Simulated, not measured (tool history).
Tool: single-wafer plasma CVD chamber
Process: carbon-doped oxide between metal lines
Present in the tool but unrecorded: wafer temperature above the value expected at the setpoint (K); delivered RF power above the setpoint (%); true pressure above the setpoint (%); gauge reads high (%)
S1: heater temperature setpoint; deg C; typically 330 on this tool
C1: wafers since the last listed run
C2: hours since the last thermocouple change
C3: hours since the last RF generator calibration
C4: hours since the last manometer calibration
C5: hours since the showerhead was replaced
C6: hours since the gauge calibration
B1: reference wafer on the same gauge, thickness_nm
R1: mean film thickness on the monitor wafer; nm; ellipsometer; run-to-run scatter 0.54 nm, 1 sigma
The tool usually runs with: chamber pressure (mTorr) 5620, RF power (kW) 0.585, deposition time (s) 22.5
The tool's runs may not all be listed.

Run 1, hour 0.0: usual settings but deposition time (s) 23.7; C1 0; C2 880.5; C3 44.0; C4 1967.4; C5 3637.1; C6 1247.0; B1 114.799. Result: R1 135.558 nm.
Run 2, hour 26.3: usual settings; C1 550; C2 906.8; C3 70.3; C4 1993.7; C5 3663.4; C6 1273.3; B1 115.028. Result: R1 128.741 nm.
Run 3, hour 53.2: usual settings; C1 563; C2 933.7; C3 97.2; C4 2020.6; C5 3690.3; C6 1300.2; B1 115.055. Result: R1 128.375 nm.
Run 4, hour 254.6: usual settings; C1 4217; C2 1135.1; C3 298.6; C4 2222.0; C5 3891.7; C6 1501.6; B1 114.889. Result: R1 128.151 nm.
Run 5, hour 307.0: usual settings; C1 1097; C2 1187.5; C3 351.0; C4 2274.4; C5 3944.1; C6 1554.0; B1 115.159. Result: R1 128.378 nm.
At hour 320.5: thermocouple changed; heater temperature recalibrated.
Run 6, hour 347.4: usual settings; C1 678; C2 26.9; C3 391.4; C4 2314.8; C5 3984.5; C6 1594.4; B1 114.876. Result: R1 129.048 nm.
At hour 397.1: showerhead replaced.
Run 7, hour 397.6: usual settings; C1 883; C2 77.1; C3 441.6; C4 2365.0; C5 0.5; C6 1644.6; B1 114.930. Result: R1 128.924 nm.
Run 8, hour 445.6: usual settings; C1 1005; C2 125.1; C3 489.6; C4 2413.0; C5 48.5; C6 1692.6; B1 114.936. Result: R1 127.995 nm.
At hour 458.1: gauge calibrated.
Run 9, hour 501.6: usual settings; C1 1172; C2 181.1; C3 545.6; C4 2469.0; C5 104.5; C6 43.5; B1 114.883. Result: R1 129.670 nm.
Run 10, hour 572.2: usual settings; C1 1478; C2 251.7; C3 616.2; C4 2539.6; C5 175.1; C6 114.1; B1 114.934. Result: R1 128.746 nm.
Run 11, hour 606.7: usual settings but RF power (kW) 0.540; C1 722; C2 286.2; C3 650.7; C4 2574.1; C5 209.6; C6 148.6; B1 115.122. Result: R1 122.044 nm.
Run 12, hour 652.2: usual settings; C1 952; C2 331.7; C3 696.2; C4 2619.6; C5 255.1; C6 194.1; B1 114.960. Result: R1 128.848 nm.
Run 13, hour 720.9: usual settings; C1 1438; C2 400.4; C3 764.9; C4 2688.3; C5 323.8; C6 262.8; B1 114.852. Result: R1 128.167 nm.
Run 14, hour 751.0: usual settings; C1 630; C2 430.5; C3 795.0; C4 2718.4; C5 353.9; C6 292.9; B1 114.981. Result: R1 128.320 nm.
Run 15, hour 795.7: usual settings but S1 343 deg C, deposition time (s) 26.1; C1 936; C2 475.2; C3 839.7; C4 2763.1; C5 398.6; C6 337.6; B1 115.214. Result: R1 143.898 nm.
At hour 859.3: RF generator calibrated.
Run 16, hour 863.3: usual settings but RF power (kW) 0.550; C1 1248; C2 542.8; C3 4.0; C4 2830.7; C5 466.2; C6 405.2; B1 114.812. Result: R1 123.335 nm.
At hour 907.7: capacitance manometer re-zeroed and calibrated.
Run 17, hour 913.1: usual settings but deposition time (s) 20.4; C1 875; C2 592.6; C3 53.8; C4 5.4; C5 516.0; C6 455.0; B1 115.050. Result: R1 117.560 nm.
Run 18, hour 954.2: usual settings but chamber pressure (mTorr) 6340, deposition time (s) 18.1; C1 860; C2 633.7; C3 94.9; C4 46.5; C5 557.1; C6 496.1; B1 114.982. Result: R1 104.908 nm.
Run 19, hour 1010.6: usual settings; C1 1181; C2 690.1; C3 151.3; C4 102.9; C5 613.5; C6 552.5; B1 114.982. Result: R1 129.084 nm.
Run 20, hour 1039.5: usual settings but chamber pressure (mTorr) 6950, RF power (kW) 0.690, deposition time (s) 20.8; C1 605; C2 719.0; C3 180.2; C4 131.8; C5 642.4; C6 581.4; B1 114.976. Result: R1 134.979 nm.
Run 21, hour 1088.1: usual settings; C1 1017; C2 767.6; C3 228.8; C4 180.4; C5 691.0; C6 630.0; B1 114.994. Result: R1 128.628 nm.
Run 22, hour 1206.6: usual settings but S1 340 deg C, deposition time (s) 19.5; C1 2481; C2 886.1; C3 347.3; C4 298.9; C5 809.5; C6 748.5; B1 114.965. Result: R1 108.589 nm.

Expected results for the next run?
Run 23, hour 1242.0: usual settings but chamber pressure (mTorr) 5030; C1 741; C2 921.5; C3 382.7; C4 334.3; C5 844.9; C6 783.9; B1 ?. Result: R1 ?.

Logged for run 23: B1 114.956, R1 127.612 nm.
With the hidden condition absent and the run-to-run variation left alone, this run would have shown R1 127.612 nm.
